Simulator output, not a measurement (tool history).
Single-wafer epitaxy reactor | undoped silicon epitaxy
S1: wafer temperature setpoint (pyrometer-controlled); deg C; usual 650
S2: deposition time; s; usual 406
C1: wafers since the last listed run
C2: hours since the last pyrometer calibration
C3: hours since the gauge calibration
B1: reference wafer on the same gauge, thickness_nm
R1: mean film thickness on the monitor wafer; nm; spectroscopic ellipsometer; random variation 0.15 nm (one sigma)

run	day	S1	S2	C1	C2	C3	B1	R1
1	0.000	654	365	0	1819.9	833.7	67.522	70.225
2	1.962	654	365	183	1867.0	880.8	67.526	70.305
3	4.479	644	406	234	1927.4	941.2	67.598	63.757
4	8.596	650	406	383	2026.2	1040.0	67.639	71.985
5	12.454	650	406	359	2118.8	1132.6	67.699	72.219
6	14.529	639	406	193	2168.6	1182.4	67.655	57.717
7	18.379	639	406	359	2261.0	1274.8	67.757	57.796
8	19.883	650	406	140	2297.1	1310.9	67.733	72.206
9	23.967	650	406	380	2395.1	1408.9	67.709	72.386
10	26.912	650	366	274	2465.8	1479.6	67.824	65.046
11	29.154	650	366	209	2519.6	1533.4	67.765	65.190
12	33.633	650	467	417	2627.1	1640.9	67.833	83.300
13	36.567	650	467	273	2697.5	1711.3	67.871	83.178
14	39.467	663	345	270	2767.1	1780.9	67.890	79.877
15	42.162	650	406	251	2831.8	1845.6	67.863	72.243
16	46.221	650	325	378	2929.2	1943.0	67.901	58.023
# day 46.292: gauge calibrated
# day 47.817: pyrometer calibrated
17	48.212	645	369	154	9.5	46.1	66.781	58.499
18	52.229	642	445	374	105.9	142.5	66.996	66.590
19	54.250	660	471	188	154.4	191.0	67.080	101.654
20	55.917	642	365	155	194.4	231.0	67.181	54.500
21	64.408	650	406	792	398.2	434.8	67.419	71.980
22	67.492	650	406	287	472.2	508.8	67.561	71.957
23	71.279	661	334	353	563.1	599.7	67.673	74.060
24	73.333	654	365	191	612.4	649.0	67.672	70.206
25	77.150	657	484	355	704.0	740.6	67.733	99.207
26	78.783	650	406	152	743.2	779.8	67.831	72.076
27	80.288	656	371	140	779.3	815.9	67.795	74.701

Forecast each of these 5 alternatives for the next run:
A	80.308	650	406	1	779.8	816.4	?	?
B	80.308	655	473	1	779.8	816.4	?	?
C	80.308	665	377	1	779.8	816.4	?	?
D	80.308	645	376	1	779.8	816.4	?	?
E	80.308	662	446	1	779.8	816.4	?	?

run	B1	R1
A	67.845	72.374
B	67.845	93.246
C	67.845	90.623
D	67.845	60.546
E	67.845	101.059
Without the tool's hidden state the same runs would have given:
run	R1
A	70.858
B	91.293
C	88.725
D	59.278
E	98.942

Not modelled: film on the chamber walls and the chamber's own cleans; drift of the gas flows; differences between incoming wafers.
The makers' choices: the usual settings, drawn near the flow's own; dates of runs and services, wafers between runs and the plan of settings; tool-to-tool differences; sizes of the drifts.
